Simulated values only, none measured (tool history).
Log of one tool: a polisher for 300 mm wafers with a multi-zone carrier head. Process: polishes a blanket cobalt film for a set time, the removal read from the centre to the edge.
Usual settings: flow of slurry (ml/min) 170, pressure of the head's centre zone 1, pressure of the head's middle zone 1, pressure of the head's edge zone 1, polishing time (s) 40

run	hour	flow of slurry (ml/min)	pressure of the head's centre zone	pressure of the head's middle zone	pressure of the head's edge zone	polishing time (s)	wafers since the last listed run	wafers polished on this pad	hours since the slurry nozzle was cleaned	hours since the centre zone pressure was calibrated	hours since the edge zone pressure was calibrated	hours since the carrier head's membrane was replaced	incoming thickness of the incoming film, nm	film removed at the wafer's centre (angstrom)	film removed at mid-radius (angstrom)	film removed at the wafer's edge (angstrom)
1	0	170	1	0.95	1	40	0	1344	58.1	387	141.7	375.5	1531.2	1651	1630	1644
2	34.6	170	1	0.95	1	40	418	1762	92.7	421.6	176.3	410.1	1549.6	1618	1632	1662
3	105.5	170	1	1	1	40	856	2618	163.6	492.5	247.2	481	1564.1	1664	1681	1643
# hour 123.8: worn pad replaced by a new one
4	176.5	170	1	1.04	1	40	809	636	234.6	563.5	318.2	552	1527.1	1619	1738	1664
# hour 215.4: centre zone pressure recalibrated
5	237.5	170	1	1.04	1	40	712	1349	295.6	22.1	379.2	613	1527	1659	1736	1657
6	269.4	170	1	1	1	50	385	1734	327.5	54	411.1	644.9	1542.9	2005	2125	2061
# hour 319.9: carrier head's membrane replaced by a new one
7	333	200	1.04	1	1	40	708	2442	391.1	117.6	474.7	13.1	1564.4	1769	1716	1719
# hour 339.2: worn pad replaced by a new one
# hour 378: slurry nozzle cleaned
8	396.8	200	1.04	1	1	40	710	684	18.8	181.4	538.5	76.9	1553.2	1758	1696	1696
9	457.6	200	1.04	1	1	40	734	1418	79.6	242.2	599.3	137.7	1528.8	1760	1736	1681
10	519.4	170	1	1	1	40	746	2165	141.4	304	661.1	199.5	1539.9	1608	1667	1685
# hour 558.5: worn pad replaced by a new one
11	589.4	135	0.89	0.9	1	28	797	373	211.4	374	731.1	269.5	1512.3	965	1057	1156
# hour 630.3: edge zone pressure recalibrated
12	650.7	170	1	1	1	40	716	1089	272.7	435.3	20.4	330.8	1542.5	1611	1686	1663
13	682.1	170	1	1	1	40	379	1469	304.1	466.7	51.8	362.2	1549.6	1646	1677	1634
14	744.6	200	1.04	1	1	40	755	2224	366.6	529.2	114.3	424.7	1554.7	1772	1702	1714
15	774.8	170	1	1	1.05	40	364	2589	396.8	559.4	144.5	454.9	1535.3	1657	1705	1718
# hour 796.8: slurry nozzle cleaned
16	807	170	1	1.04	1	40	376	2966	10.2	591.6	176.7	487.1	1533.1	1624	1729	1672
# hour 822.7: worn pad replaced by a new one
17	875.9	170	1	0.93	0.97	46	784	642	79.1	660.5	245.6	556	1549.7	1878	1846	1912
# hour 894.6: centre zone pressure recalibrated
18	923.8	170	1	1	1	33	554	1197	127	29.2	293.5	603.9	1536.5	1353	1406	1367
19	967.9	170	1.07	1.07	1	40	532	1729	171.1	73.3	337.6	648	1537.3	1763	1786	1700
20	1027.8	170	1.1	1	1.1	40	723	2453	231	133.2	397.5	707.9	1507	1789	1726	1765
# hour 1042.6: worn pad replaced by a new one
21	1057.1	130	1.11	1.07	1	51	305	175	260.3	162.5	426.8	737.2	1534.5	2199	2161	2079

What the log doesn't show, run by run:
removal rate lost through wear of the pad, %: 0 in every run
slurry flow missing at the pad, %: 0 in every run
deviation of the centre zone's pressure from its setpoint, %: 0 in every run
deviation of the edge zone's pressure from its setpoint, %: 0 in every run
